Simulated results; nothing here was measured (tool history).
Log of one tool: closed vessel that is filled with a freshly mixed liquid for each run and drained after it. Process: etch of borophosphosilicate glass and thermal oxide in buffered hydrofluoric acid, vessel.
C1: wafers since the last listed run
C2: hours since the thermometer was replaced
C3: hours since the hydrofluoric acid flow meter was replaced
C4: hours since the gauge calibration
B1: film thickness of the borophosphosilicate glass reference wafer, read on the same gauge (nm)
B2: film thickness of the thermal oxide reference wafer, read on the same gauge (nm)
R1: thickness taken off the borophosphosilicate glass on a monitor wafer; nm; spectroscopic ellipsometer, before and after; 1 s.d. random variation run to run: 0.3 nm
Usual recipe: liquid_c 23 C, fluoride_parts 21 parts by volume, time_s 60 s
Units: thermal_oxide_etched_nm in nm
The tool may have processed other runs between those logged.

Run 1, day 0: usual settings; C1 0; C2 1344.4; C3 1837.2; C4 866.1; B1 90; B2 49.97. Result: R1 69.32 nm, thermal_oxide_etched_nm 27.32 nm.
At day 0.921: gauge calibrated.
Run 2, day 2.462: usual settings; C1 6762; C2 1403.5; C3 1896.3; C4 37; B1 90; B2 50.06. Result: R1 68.36 nm, thermal_oxide_etched_nm 27.59 nm.
Run 3, day 3.579: usual settings but liquid_c 21 C; C1 3066; C2 1430.3; C3 1923.1; C4 63.8; B1 90.01; B2 49.98. Result: R1 62.21 nm, thermal_oxide_etched_nm 24.26 nm.
Run 4, day 9.929: usual settings but liquid_c 21 C; C1 17438; C2 1582.7; C3 2075.5; C4 216.2; B1 90.01; B2 50. Result: R1 61.81 nm, thermal_oxide_etched_nm 24.49 nm.
Run 5, day 11.517: usual settings but liquid_c 21 C; C1 4359; C2 1620.8; C3 2113.6; C4 254.3; B1 90; B2 50.01. Result: R1 61.24 nm, thermal_oxide_etched_nm 24.28 nm.
Run 6, day 12.6: usual settings but fluoride_parts 16.5 parts by volume; C1 2975; C2 1646.8; C3 2139.6; C4 280.3; B1 89.99; B2 49.99. Result: R1 83.94 nm, thermal_oxide_etched_nm 32.74 nm.
Run 7, day 14.758: usual settings but fluoride_parts 16.5 parts by volume; C1 5927; C2 1698.6; C3 2191.4; C4 332.1; B1 90; B2 50.02. Result: R1 83.61 nm, thermal_oxide_etched_nm 33.24 nm.
Run 8, day 16.975: usual settings but fluoride_parts 16.5 parts by volume; C1 6087; C2 1751.8; C3 2244.6; C4 385.3; B1 90.02; B2 50. Result: R1 83.52 nm, thermal_oxide_etched_nm 32.88 nm.
At day 17.488: hydrofluoric acid flow meter replaced.
Run 9, day 19.229: usual settings but fluoride_parts 23.5 parts by volume; C1 6075; C2 1805.9; C3 41.8; C4 439.4; B1 90.02; B2 49.98. Result: R1 68.45 nm, thermal_oxide_etched_nm 26.99 nm.
Run 10, day 21.221: usual settings but fluoride_parts 23.5 parts by volume; C1 5469; C2 1853.7; C3 89.6; C4 487.2; B1 89.97; B2 50.02. Result: R1 68.1 nm, thermal_oxide_etched_nm 26.8 nm.
Run 11, day 24.1: usual settings but time_s 85 s; C1 7906; C2 1922.8; C3 158.7; C4 556.3; B1 90.03; B2 50.06. Result: R1 104.23 nm, thermal_oxide_etched_nm 40.92 nm.
Run 12, day 26.729: usual settings but time_s 85 s; C1 7220; C2 1985.9; C3 221.8; C4 619.4; B1 89.95; B2 50.01. Result: R1 104.13 nm, thermal_oxide_etched_nm 41.17 nm.
Run 13, day 29.117: usual settings but fluoride_parts 24.5 parts by volume; C1 6556; C2 2043.2; C3 279.1; C4 676.7; B1 89.99; B2 50.07. Result: R1 66.46 nm, thermal_oxide_etched_nm 26.13 nm.
Run 14, day 31.8: usual settings but liquid_c 25 C, fluoride_parts 16.5 parts by volume, time_s 50 s; C1 7368; C2 2107.6; C3 343.5; C4 741.1; B1 90.01; B2 49.95. Result: R1 84.47 nm, thermal_oxide_etched_nm 33.94 nm.
Run 15, day 33.996: usual settings; C1 6030; C2 2160.3; C3 396.2; C4 793.8; B1 89.99; B2 50.03. Result: R1 73.82 nm, thermal_oxide_etched_nm 28.91 nm.
Run 16, day 35.829: usual settings but liquid_c 26.5 C; C1 5034; C2 2204.3; C3 440.2; C4 837.8; B1 90.01; B2 50. Result: R1 89.24 nm, thermal_oxide_etched_nm 35.17 nm.
Run 17, day 37.454: usual settings but liquid_c 25.5 C, fluoride_parts 26.5 parts by volume, time_s 50 s; C1 4462; C2 2243.3; C3 479.2; C4 876.8; B1 89.99; B2 50.03. Result: R1 59.68 nm, thermal_oxide_etched_nm 24.11 nm.
At day 37.579: gauge calibrated.
Run 18, day 43.55: usual settings but fluoride_parts 28.5 parts by volume, time_s 35 s; C1 16740; C2 2389.6; C3 625.5; C4 143.3; B1 89.99; B2 50.04. Result: R1 34.81 nm, thermal_oxide_etched_nm 13.53 nm.
At day 44.483: thermometer replaced.
Run 19, day 45.854: usual settings; C1 6213; C2 32.9; C3 680.8; C4 198.6; B1 90; B2 50.02. Result: R1 70.8 nm, thermal_oxide_etched_nm 28.03 nm.
Run 20, day 46.879: usual settings but liquid_c 19.5 C, fluoride_parts 24.5 parts by volume, time_s 35 s; C1 2814; C2 57.5; C3 705.4; C4 223.2; B1 90; B2 50.02. Result: R1 30.52 nm, thermal_oxide_etched_nm 12.09 nm.
Run 21, day 48.975: usual settings but liquid_c 24.5 C, time_s 90 s; C1 5755; C2 107.8; C3 755.7; C4 273.5; B1 90.01; B2 50.01. Result: R1 114.03 nm, thermal_oxide_etched_nm 46.14 nm.
Run 22, day 50.212: usual settings but fluoride_parts 13.5 parts by volume; C1 3398; C2 137.5; C3 785.4; C4 303.2; B1 90; B2 50. Result: R1 106.48 nm, thermal_oxide_etched_nm 42.27 nm.
Run 23, day 52.9: usual settings but liquid_c 24.5 C, fluoride_parts 24.5 parts by volume, time_s 75 s; C1 7380; C2 202; C3 849.9; C4 367.7; B1 90.04; B2 49.99. Result: R1 86.39 nm, thermal_oxide_etched_nm 34.55 nm.
Run 24, day 55.738: usual settings; C1 7792; C2 270.1; C3 918; C4 435.8; B1 90.01; B2 50. Result: R1 70.33 nm, thermal_oxide_etched_nm 27.79 nm.
Run 25, day 57.538: usual settings but liquid_c 24.5 C, time_s 85 s; C1 4943; C2 313.3; C3 961.2; C4 479; B1 90.02; B2 49.99. Result: R1 108.82 nm, thermal_oxide_etched_nm 42.5 nm.

Run by run, hidden condition taken away, random variation retained:
The hidden state here: liquid hotter than its thermometer reads (K); hydrofluoric acid flow below the setpoint (%); gauge reads high (%).
run      R1  thermal_oxide_etched_nm
  1   71.85                     28.3
  2    70.9                     28.6
  3   64.53                    25.15
  4   64.29                    25.46
  5   63.74                    25.26
  6   90.07                    35.11
  7   89.88                    35.71
  8   89.96                    35.39
  9   66.47                     26.2
 10   66.19                    26.04
 11  101.41                     39.8
 12  101.38                    40.06
 13   64.78                    25.46
 14   82.82                    33.26
 15   72.04                    28.21
 16   87.23                    34.36
 17   58.35                    23.57
 18   34.09                    13.24
 19   71.77                    28.41
 20   30.94                    12.26
 21  115.73                    46.82
 22   109.2                    43.34
 23   87.83                    35.12
 24   71.57                    28.27
 25  110.82                    43.28
